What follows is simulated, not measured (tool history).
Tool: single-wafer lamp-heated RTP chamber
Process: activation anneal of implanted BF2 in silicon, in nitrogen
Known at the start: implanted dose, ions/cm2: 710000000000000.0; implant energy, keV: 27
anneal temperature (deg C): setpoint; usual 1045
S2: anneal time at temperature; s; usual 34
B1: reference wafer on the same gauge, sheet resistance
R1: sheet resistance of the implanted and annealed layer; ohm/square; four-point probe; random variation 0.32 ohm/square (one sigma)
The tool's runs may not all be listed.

Run 1, hour 0: usual settings; B1 184.93. Result: R1 157 ohm/square.
Run 2, hour 16.7: usual settings; B1 184.87. Result: R1 157.41 ohm/square.
Run 3, hour 45.1: usual settings; B1 184.94. Result: R1 156.45 ohm/square.
Run 4, hour 58.6: usual settings but anneal temperature (deg C) 1052; B1 185.25. Result: R1 155.06 ohm/square.
Run 5, hour 80.8: usual settings but anneal temperature (deg C) 1052; B1 185.18. Result: R1 155.13 ohm/square.
At hour 113.8: pyrometer window cleaned and pyrometer calibrated.
Run 6, hour 157: usual settings but anneal temperature (deg C) 1056; B1 185.05. Result: R1 155.3 ohm/square.
Run 7, hour 171: usual settings but anneal temperature (deg C) 1056; B1 185.04. Result: R1 154.78 ohm/square.
Run 8, hour 193.3: usual settings but anneal temperature (deg C) 1059, S2 24 s; B1 185.11. Result: R1 156.23 ohm/square.
Run 9, hour 227.8: usual settings; B1 184.93. Result: R1 157.08 ohm/square.
Run 10, hour 249.3: usual settings; B1 184.95. Result: R1 156.1 ohm/square.
Run 11, hour 262.1: usual settings; B1 184.91. Result: R1 155.83 ohm/square.
Run 12, hour 284.9: usual settings; B1 184.8. Result: R1 154.62 ohm/square.
At hour 311.5: pyrometer window cleaned and pyrometer calibrated.
Run 13, hour 317.4: usual settings but S2 23 s; B1 184.97. Result: R1 160.25 ohm/square.
Run 14, hour 345.8: usual settings but anneal temperature (deg C) 1015; B1 184.92. Result: R1 163.21 ohm/square.
At hour 384.4: reflector plate cleaned.
Run 15, hour 443.1: usual settings but anneal temperature (deg C) 1067, S2 19 s; B1 185.05. Result: R1 156.99 ohm/square.
Run 16, hour 455.3: usual settings but anneal temperature (deg C) 1074, S2 51 s; B1 185.01. Result: R1 149.78 ohm/square.
At hour 473.6: pyrometer window cleaned and pyrometer calibrated.
Run 17, hour 474.8: usual settings but S2 40 s; B1 185.06. Result: R1 156.57 ohm/square.
Run 18, hour 490.5: usual settings but anneal temperature (deg C) 1065, S2 53 s; B1 185.07. Result: R1 151.71 ohm/square.
Run 19, hour 519.5: usual settings but anneal temperature (deg C) 1058, S2 21 s; B1 185.16. Result: R1 159.07 ohm/square.
Run 20, hour 542.2: usual settings but anneal temperature (deg C) 1027, S2 47 s; B1 185. Result: R1 159.05 ohm/square.
At hour 596.7: gauge calibrated.
At hour 632.2: pyrometer window cleaned and pyrometer calibrated.
Run 21, hour 632.7: usual settings but anneal temperature (deg C) 1054, S2 21 s; B1 184.97. Result: R1 159.32 ohm/square.
Run 22, hour 661.4: usual settings; B1 185.14. Result: R1 157.73 ohm/square.
Run 23, hour 677.8: usual settings but anneal temperature (deg C) 1028, S2 20 s; B1 184.93. Result: R1 164.93 ohm/square.
Run 24, hour 703.2: usual settings but anneal temperature (deg C) 1053, S2 43 s; B1 184.88. Result: R1 153.71 ohm/square.
Run 25, hour 748.8: usual settings but anneal temperature (deg C) 1034, S2 18 s; B1 185.06. Result: R1 163.7 ohm/square.
Run 26, hour 770.2: usual settings; B1 185.03. Result: R1 156.36 ohm/square.

3 ways to go on from here, each from the tool as it stands after run 26. What would each give?
Run A, hour 770.6: usual settings but anneal temperature (deg C) 1061; B1 ?. Result: R1 ?.
Run B, hour 770.6: usual settings but anneal temperature (deg C) 1072, S2 44 s; B1 ?. Result: R1 ?.
Run C, hour 770.6: usual settings but anneal temperature (deg C) 1075, S2 48 s; B1 ?. Result: R1 ?.

run      B1      R1
  A  184.93  153.18
  B  184.93  150.22
  C  184.93  149.44
Without the tool's hidden state the same runs would have given:
run      R1
  A  154.78
  B  151.39
  C   150.5
